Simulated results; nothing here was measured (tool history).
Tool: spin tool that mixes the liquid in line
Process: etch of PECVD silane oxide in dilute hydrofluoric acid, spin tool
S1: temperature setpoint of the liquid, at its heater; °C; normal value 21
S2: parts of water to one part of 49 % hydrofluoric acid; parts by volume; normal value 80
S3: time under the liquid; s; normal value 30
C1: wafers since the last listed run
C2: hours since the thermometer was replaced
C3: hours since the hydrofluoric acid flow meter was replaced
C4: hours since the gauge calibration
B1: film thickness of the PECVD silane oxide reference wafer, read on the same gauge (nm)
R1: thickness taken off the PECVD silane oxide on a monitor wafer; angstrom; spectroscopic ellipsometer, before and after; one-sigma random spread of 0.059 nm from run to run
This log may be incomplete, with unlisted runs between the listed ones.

run 1 hour=0 | S1=21 S2=80 S3=20 | C1=0 C2=1836.4 C3=1945 C4=329.6 | B1=70.02 | R1=114.6
run 2 hour=12.5 | S1=21 S2=80 S3=20 | C1=261 C2=1848.9 C3=1957.5 C4=342.1 | B1=70.01 | R1=115.3
run 3 hour=24.8 | S1=21 S2=80 S3=30 | C1=256 C2=1861.2 C3=1969.8 C4=354.4 | B1=70.02 | R1=171.8
run 4 hour=32.8 | S1=21 S2=80 S3=30 | C1=167 C2=1869.2 C3=1977.8 C4=362.4 | B1=69.99 | R1=172.1
run 5 hour=40.2 | S1=21 S2=80 S3=30 | C1=154 C2=1876.6 C3=1985.2 C4=369.8 | B1=70.01 | R1=171.9
run 6 hour=49 | S1=21 S2=80 S3=30 | C1=183 C2=1885.4 C3=1994 C4=378.6 | B1=70.01 | R1=171.8
run 7 hour=66.3 | S1=21 S2=80 S3=30 | C1=361 C2=1902.7 C3=2011.3 C4=395.9 | B1=69.99 | R1=172.2
-- hour=71.8 hydrofluoric acid flow meter replaced
run 8 hour=73.2 | S1=21 S2=80 S3=30 | C1=123 C2=1909.6 C3=1.4 C4=402.8 | B1=69.99 | R1=171.5
run 9 hour=80.6 | S1=21 S2=80 S3=30 | C1=154 C2=1917 C3=8.8 C4=410.2 | B1=69.99 | R1=170.1
run 10 hour=90.7 | S1=21 S2=80 S3=30 | C1=210 C2=1927.1 C3=18.9 C4=420.3 | B1=69.97 | R1=171.8
run 11 hour=107.8 | S1=21 S2=80 S3=30 | C1=357 C2=1944.2 C3=36 C4=437.4 | B1=70 | R1=172.1
-- hour=119.7 gauge calibrated
run 12 hour=121.8 | S1=19.5 S2=60 S3=15 | C1=292 C2=1958.2 C3=50 C4=2.1 | B1=70.02 | R1=109.6
run 13 hour=135.2 | S1=21 S2=80 S3=30 | C1=279 C2=1971.6 C3=63.4 C4=15.5 | B1=69.99 | R1=171.1
run 14 hour=146.6 | S1=21 S2=80 S3=30 | C1=238 C2=1983 C3=74.8 C4=26.9 | B1=70.01 | R1=171.5
run 15 hour=161.1 | S1=19.5 S2=80 S3=30 | C1=302 C2=1997.5 C3=89.3 C4=41.4 | B1=70.01 | R1=161
run 16 hour=172.1 | S1=21 S2=80 S3=30 | C1=229 C2=2008.5 C3=100.3 C4=52.4 | B1=69.98 | R1=171.3
run 17 hour=182.5 | S1=21 S2=80 S3=35 | C1=217 C2=2018.9 C3=110.7 C4=62.8 | B1=69.99 | R1=199.5
run 18 hour=191.2 | S1=17 S2=100 S3=30 | C1=181 C2=2027.6 C3=119.4 C4=71.5 | B1=70.03 | R1=112.9
-- hour=196.5 thermometer replaced
run 19 hour=209.1 | S1=25 S2=100 S3=30 | C1=353 C2=12.6 C3=137.3 C4=89.4 | B1=70.03 | R1=167.3
run 20 hour=245.8 | S1=21 S2=80 S3=30 | C1=766 C2=49.3 C3=174 C4=126.1 | B1=69.99 | R1=183.3
run 21 hour=259.6 | S1=21 S2=80 S3=40 | C1=288 C2=63.1 C3=187.8 C4=139.9 | B1=69.99 | R1=243.3
run 22 hour=266.1 | S1=21 S2=80 S3=45 | C1=135 C2=69.6 C3=194.3 C4=146.4 | B1=69.98 | R1=272.2
run 23 hour=275.6 | S1=21 S2=80 S3=30 | C1=198 C2=79.1 C3=203.8 C4=155.9 | B1=70.03 | R1=181.5
run 24 hour=290.3 | S1=17 S2=60 S3=35 | C1=307 C2=93.8 C3=218.5 C4=170.6 | B1=69.96 | R1=243.4
run 25 hour=302.7 | S1=25.5 S2=115 S3=20 | C1=259 C2=106.2 C3=230.9 C4=183 | B1=69.98 | R1=96.6
run 26 hour=312.9 | S1=21 S2=80 S3=30 | C1=213 C2=116.4 C3=241.1 C4=193.2 | B1=69.99 | R1=182.5
run 27 hour=325.1 | S1=21 S2=80 S3=20 | C1=254 C2=128.6 C3=253.3 C4=205.4 | B1=69.98 | R1=122.1
run 28 hour=343 | S1=19 S2=40 S3=40 | C1=373 C2=146.5 C3=271.2 C4=223.3 | B1=69.98 | R1=466.3
run 29 hour=360.5 | S1=21 S2=80 S3=30 | C1=365 C2=164 C3=288.7 C4=240.8 | B1=69.98 | R1=181.9
run 30 hour=372 | S1=21 S2=115 S3=20 | C1=240 C2=175.5 C3=300.2 C4=252.3 | B1=70 | R1=81.3
run 31 hour=386.4 | S1=17 S2=120 S3=40 | C1=300 C2=189.9 C3=314.6 C4=266.7 | B1=69.98 | R1=130.2
run 32 hour=402.2 | S1=21 S2=80 S3=25 | C1=330 C2=205.7 C3=330.4 C4=282.5 | B1=70.01 | R1=151.8
run 33 hour=417.9 | S1=24 S2=80 S3=40 | C1=327 C2=221.4 C3=346.1 C4=298.2 | B1=70 | R1=274.3

For each run, the measured value with the value that run would have given without the tool's hidden condition subtracted. The run-to-run variation is shared by both, the gauge scatter possibly not:
Hidden state at play: liquid colder than its thermometer reads (K); hydrofluoric acid flow below the setpoint (%); gauge reads high (%).
run=1 R1=-7.6
run=2 R1=-7.7
run=3 R1=-11.6
run=4 R1=-11.6
run=5 R1=-11.7
run=6 R1=-11.7
run=7 R1=-11.8
run=8 R1=-11.8
run=9 R1=-11.8
run=10 R1=-11.9
run=11 R1=-12
run=12 R1=-7.9
run=13 R1=-12.1
run=14 R1=-12.2
run=15 R1=-11.7
run=16 R1=-12.3
run=17 R1=-14.4
run=18 R1=-8.3
run=19 R1=-0.9
run=20 R1=-1.2
run=21 R1=-1.8
run=22 R1=-1.9
run=23 R1=-1.4
run=24 R1=-2
run=25 R1=-0.8
run=26 R1=-1.5
run=27 R1=-1.1
run=28 R1=-4.5
run=29 R1=-1.8
run=30 R1=-0.8
run=31 R1=-1.4
run=32 R1=-1.7
run=33 R1=-3
